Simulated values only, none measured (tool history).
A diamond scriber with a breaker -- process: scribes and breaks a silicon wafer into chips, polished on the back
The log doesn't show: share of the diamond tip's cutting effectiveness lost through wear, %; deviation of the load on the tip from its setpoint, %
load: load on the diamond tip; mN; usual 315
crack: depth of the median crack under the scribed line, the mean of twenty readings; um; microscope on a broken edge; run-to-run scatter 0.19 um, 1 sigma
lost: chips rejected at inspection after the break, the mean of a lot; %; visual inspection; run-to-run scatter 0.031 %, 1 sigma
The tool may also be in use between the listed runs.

run	day	load	wafers since the last listed run	hours since the diamond tip was replaced	hours since the load on the tip was calibrated	incoming depth of the damage left on the back of the incoming wafer, um	crack	lost
1	0	384	0	828.9	846.1	0.02	12.63	0.82
2	0.562	384	25	842.4	859.6	0.03	13.09	0.92
3	1.088	315	24	855	872.2	0.02	11.36	7.12
4	1.95	370	39	875.7	892.9	0.01	12.61	1.79
5	3.017	370	49	901.3	918.5	0.03	12.16	2.18
6	3.942	315	42	923.5	940.7	0.02	11.31	9
7	4.908	315	44	946.7	963.9	0.02	11.05	9.68
8	5.992	315	49	972.7	989.9	0.02	11.17	11.27
9	6.992	350	45	996.7	1013.9	0.05	11.58	5.96
10	8.408	350	65	1030.7	1047.9	0.03	11.75	7.81
11	9.267	350	39	1051.3	1068.5	0.04	11.38	8.23
12	10.567	242	59	1082.5	1099.7	0.05	9.36	37.29
13	12.05	387	68	1118.1	1135.3	0.03	11.18	6.06
# day 13.208: diamond tip replaced by a new one
14	13.229	315	50	0.5	1163.6	0.01	12.96	0.82
15	13.779	315	25	13.7	1176.8	0.01	12.65	0.87
16	14.571	228	36	32.7	1195.8	0.02	10.96	11.61
# day 15.488: load on the tip recalibrated
17	15.721	288	49	60.3	5.6	0.04	11.97	2.02
18	16.4	315	31	76.6	21.9	0.04	12.58	0.85
19	17.362	315	44	99.7	45	0.05	12.96	0.86
20	18.612	240	57	129.7	75	0.02	11.25	8.83
21	19.329	342	32	146.9	92.2	0.03	13.27	1.08

The next listed run, before its measurement:
22	20.25	233	42	169	114.3	0.05	?	?

For run 22 the tool returned crack 11.02 um, lost 10.16 %.
Minus the tool's unlogged condition, the same run would have read crack 11.21 um, lost 8.39 %.

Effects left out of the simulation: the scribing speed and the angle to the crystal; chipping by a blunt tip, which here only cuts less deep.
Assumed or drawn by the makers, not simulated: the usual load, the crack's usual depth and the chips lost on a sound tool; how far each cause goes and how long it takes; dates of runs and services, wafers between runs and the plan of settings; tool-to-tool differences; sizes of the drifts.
